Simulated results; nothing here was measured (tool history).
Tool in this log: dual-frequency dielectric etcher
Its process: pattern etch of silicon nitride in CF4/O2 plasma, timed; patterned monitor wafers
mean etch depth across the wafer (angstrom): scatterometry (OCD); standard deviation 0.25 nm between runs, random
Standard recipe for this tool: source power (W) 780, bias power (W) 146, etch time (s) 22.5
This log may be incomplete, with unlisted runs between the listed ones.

| run | day | source power (W) | bias power (W) | etch time (s) | wafers since the last listed run | hours since the last wet clean | hours since the last source power generator calibration | hours since the last bias power generator calibration | hours since the last upper electrode change | hours since the gauge calibration | read-back reference wafer on the same gauge, depth_nm | mean etch depth across the wafer (angstrom) |
|---|---|---|---|---|---|---|---|---|---|---|---|---|
| 1 | 0 | 780 | 121 | 22.5 | 0 | 136.9 | 2640 | 3304.7 | 3534.6 | 1871.5 | 54.6 | 579 |
| 2 | 1.592 | 780 | 146 | 22.5 | 658 | 175.1 | 2678.2 | 3342.9 | 3572.8 | 1909.7 | 54.6 | 609 |
|  | 3.188 | upper electrode replaced |
| 3 | 3.254 | 780 | 146 | 22.5 | 274 | 215 | 2718.1 | 3382.8 | 1.6 | 1949.6 | 54.5 | 610 |
| 4 | 5.871 | 780 | 146 | 22.5 | 1082 | 277.8 | 2780.9 | 3445.6 | 64.4 | 2012.4 | 54.6 | 609 |
| 5 | 8.212 | 780 | 146 | 22.5 | 968 | 334 | 2837.1 | 3501.8 | 120.6 | 2068.6 | 54.5 | 607 |
| 6 | 9.562 | 780 | 146 | 22.5 | 558 | 366.4 | 2869.5 | 3534.2 | 153 | 2101 | 54.6 | 608 |
| 7 | 11.075 | 720 | 130 | 26 | 625 | 402.7 | 2905.8 | 3570.5 | 189.3 | 2137.3 | 54.6 | 625 |
| 8 | 12.283 | 950 | 167 | 24.5 | 499 | 431.7 | 2934.8 | 3599.5 | 218.3 | 2166.3 | 54.6 | 844 |
| 9 | 13.55 | 670 | 169 | 16 | 524 | 462.1 | 2965.2 | 3629.9 | 248.7 | 2196.7 | 54.6 | 382 |
|  | 14.8 | gauge calibrated |
|  | 16.146 | wet clean of the chamber |
| 10 | 18.254 | 780 | 156 | 22.5 | 1532 | 50.6 | 3078.1 | 3742.8 | 361.6 | 82.9 | 54.6 | 618 |
|  | 19.517 | bias power generator calibrated |
| 11 | 19.592 | 780 | 146 | 22.5 | 484 | 82.7 | 3110.2 | 1.8 | 393.7 | 115 | 54.5 | 610 |
| 12 | 21.558 | 930 | 163 | 22.5 | 813 | 129.9 | 3157.4 | 49 | 440.9 | 162.2 | 54.6 | 753 |
| 13 | 24.075 | 630 | 111 | 19 | 1041 | 190.3 | 3217.8 | 109.4 | 501.3 | 222.6 | 54.7 | 381 |
| 14 | 25.904 | 670 | 146 | 20 | 756 | 234.2 | 3261.7 | 153.3 | 545.2 | 266.5 | 54.6 | 460 |
| 15 | 28.767 | 640 | 127 | 27.5 | 1184 | 302.9 | 3330.4 | 222 | 613.9 | 335.2 | 54.5 | 578 |
| 16 | 31.021 | 910 | 136 | 22.5 | 932 | 357 | 3384.5 | 276.1 | 668 | 389.3 | 54.6 | 702 |
| 17 | 32.408 | 780 | 119 | 22.5 | 574 | 390.3 | 3417.8 | 309.4 | 701.3 | 422.6 | 54.6 | 575 |
| 18 | 34.8 | 780 | 146 | 22.5 | 989 | 447.7 | 3475.2 | 366.8 | 758.7 | 480 | 54.6 | 610 |
|  | 38.658 | wet clean of the chamber |
| 19 | 41.317 | 630 | 111 | 19 | 2282 | 63.8 | 3631.6 | 523.2 | 915.1 | 636.4 | 54.6 | 381 |
|  | 43.883 | source power generator calibrated |
| 20 | 43.904 | 640 | 168 | 15.5 | 1001 | 125.9 | 0.5 | 585.3 | 977.2 | 698.5 | 54.6 | 352 |
| 21 | 45.704 | 780 | 133 | 27.5 | 744 | 169.1 | 43.7 | 628.5 | 1020.4 | 741.7 | 54.6 | 725 |
| 22 | 47.842 | 590 | 146 | 22.5 | 884 | 220.4 | 95 | 679.8 | 1071.7 | 793 | 54.6 | 447 |
| 23 | 49.058 | 780 | 112 | 18 | 503 | 249.6 | 124.2 | 709 | 1100.9 | 822.2 | 54.6 | 454 |
| 24 | 50.104 | 780 | 146 | 24.5 | 432 | 274.7 | 149.3 | 734.1 | 1126 | 847.3 | 54.6 | 658 |
| 25 | 53.979 | 780 | 146 | 28.5 | 1603 | 367.7 | 242.3 | 827.1 | 1219 | 940.3 | 54.6 | 764 |
| 26 | 55.275 | 900 | 169 | 17.5 | 536 | 398.8 | 273.4 | 858.2 | 1250.1 | 971.4 | 54.6 | 568 |
| 27 | 58.125 | 620 | 126 | 28 | 1179 | 467.2 | 341.8 | 926.6 | 1318.5 | 1039.8 | 54.6 | 570 |
|  | 59.5 | wet clean of the chamber |
| 28 | 60.575 | 720 | 166 | 19.5 | 599 | 25.8 | 400.6 | 985.4 | 1377.3 | 1098.6 | 54.6 | 503 |
| 29 | 63.25 | 860 | 182 | 28 | 1106 | 90 | 464.8 | 1049.6 | 1441.5 | 1162.8 | 54.5 | 894 |
| 30 | 65.904 | 780 | 146 | 27 | 1098 | 153.7 | 528.5 | 1113.3 | 1505.2 | 1226.5 | 54.6 | 727 |

What if the next run were any one of these 4? Each begins from the tool's condition after run 30:
| A | 65.921 | 780 | 146 | 22.5 | 6 | 154.1 | 528.9 | 1113.7 | 1505.6 | 1226.9 | ? | ? |
| B | 65.921 | 670 | 175 | 28.5 | 6 | 154.1 | 528.9 | 1113.7 | 1505.6 | 1226.9 | ? | ? |
| C | 65.921 | 780 | 131 | 22.5 | 6 | 154.1 | 528.9 | 1113.7 | 1505.6 | 1226.9 | ? | ? |
| D | 65.921 | 870 | 136 | 22.5 | 6 | 154.1 | 528.9 | 1113.7 | 1505.6 | 1226.9 | ? | ? |

| run | read-back reference wafer on the same gauge, depth_nm | mean etch depth across the wafer (angstrom) |
|---|---|---|
| A | 54.6 | 607 |
| B | 54.6 | 688 |
| C | 54.6 | 590 |
| D | 54.6 | 668 |
Without the tool's unlogged condition, the same runs would have read:
| run | mean etch depth across the wafer (angstrom) |
|---|---|
| A | 607 |
| B | 688 |
| C | 590 |
| D | 668 |
